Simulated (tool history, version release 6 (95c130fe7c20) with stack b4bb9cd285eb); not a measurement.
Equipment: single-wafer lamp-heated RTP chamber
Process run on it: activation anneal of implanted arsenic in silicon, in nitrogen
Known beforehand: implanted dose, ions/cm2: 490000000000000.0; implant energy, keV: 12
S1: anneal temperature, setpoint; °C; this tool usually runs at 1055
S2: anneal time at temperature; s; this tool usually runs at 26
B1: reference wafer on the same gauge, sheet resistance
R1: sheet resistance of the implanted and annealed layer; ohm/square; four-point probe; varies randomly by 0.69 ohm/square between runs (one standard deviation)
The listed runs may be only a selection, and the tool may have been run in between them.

run	hour	S1	S2	B1	R1
1	0	1077	26	178	190.58
2	34.3	1077	26	178.12	190.29
3	111.1	1077	26	178.01	187.92
4	164.5	1055	26	178.11	196.11
5	215.8	1055	26	177.88	195.47
6	277.9	1055	26	177.68	195.12
7	342	1073	30	178.06	187.1
8	396.1	1073	30	178.06	187.37
9	463.3	1055	26	177.92	193.99
10	512.1	1055	26	177.91	193.79
11	695.9	1055	26	178.02	196.16
12	754.4	1055	37	177.73	191.45
13	798.5	1081	31	178.09	187.11
14	852.9	1063	38	178.03	188.76
15	879.1	1034	38	177.8	198.95
16	912.3	1075	21	177.87	193.22
17	968.9	1055	26	177.85	194.86
18	1001.6	1055	26	177.77	196.36
19	1056.3	1055	31	177.89	193.19
20	1095.3	1055	26	177.75	196.26
21	1120	1055	14	177.95	203.53
22	1151.2	1081	34	178.12	185.03
23	1195.5	1081	31	178.14	186.23
24	1266.5	1077	26	177.8	190.63
25	1327.7	1028	33	178.01	202.77
26	1373.1	1033	36	178.02	199.2
27	1436.9	1055	11	177.75	206.64
28	1491.3	1085	38	178.05	183.24
29	1562.4	1055	35	178.23	192.19
30	1619	1069	12	177.97	201.01
31	1670	1063	26	178.04	194
32	1713.3	1055	15	177.86	203.8
33	1748.7	1073	31	178.03	188.97
34	1794.7	1065	22	178.01	195.36
35	1850.7	1045	39	177.99	193.65

Put back what was entered between runs (7 entries, withheld): which listed runs does each sit between, and how does the hidden state differ from the listed run before to the listed run after?
In the gap between runs 2 and 3: reflector plate cleaned (hour 110.6)
  wafer temperature error from the tarnished reflector plate, K: 3.92 -> 6.85
  measured minus no-state result, R1: -1.11 -> -1.91 ohm/square
In the gap between runs 5 and 6: gauge calibrated (hour 264)
  wafer temperature error from the tarnished reflector plate, K: 8.42 -> 9.02
  measured minus no-state result, R1: -2.42 -> -2.6 ohm/square
In the gap between runs 6 and 7: pyrometer window cleaned and pyrometer calibrated (hour 303.6)
  wafer temperature error from the tarnished reflector plate, K: 9.02 -> 9.47
  measured minus no-state result, R1: -2.6 -> -2.64 ohm/square
In the gap between runs 10 and 11: reflector plate cleaned, repeated, since the last time left the tool worse (hour 664.4)
  wafer temperature error from the tarnished reflector plate, K: 10.1 -> 0.928
  measured minus no-state result, R1: -2.9 -> -0.26 ohm/square
In the gap between runs 13 and 14: pyrometer window cleaned and pyrometer calibrated (hour 821)
  wafer temperature error from the tarnished reflector plate, K: 2.24 -> 2.71
  measured minus no-state result, R1: -0.62 -> -0.77 ohm/square
In the gap between runs 24 and 25: reflector plate cleaned (hour 1296.5)
  wafer temperature error from the tarnished reflector plate, K: 3.98 -> 0.715
  measured minus no-state result, R1: -1.13 -> -0.21 ohm/square
In the gap between runs 26 and 27: pyrometer window cleaned and pyrometer calibrated (hour 1403.4)
  wafer temperature error from the tarnished reflector plate, K: 1.38 -> 2.1
  measured minus no-state result, R1: -0.41 -> -0.52 ohm/square
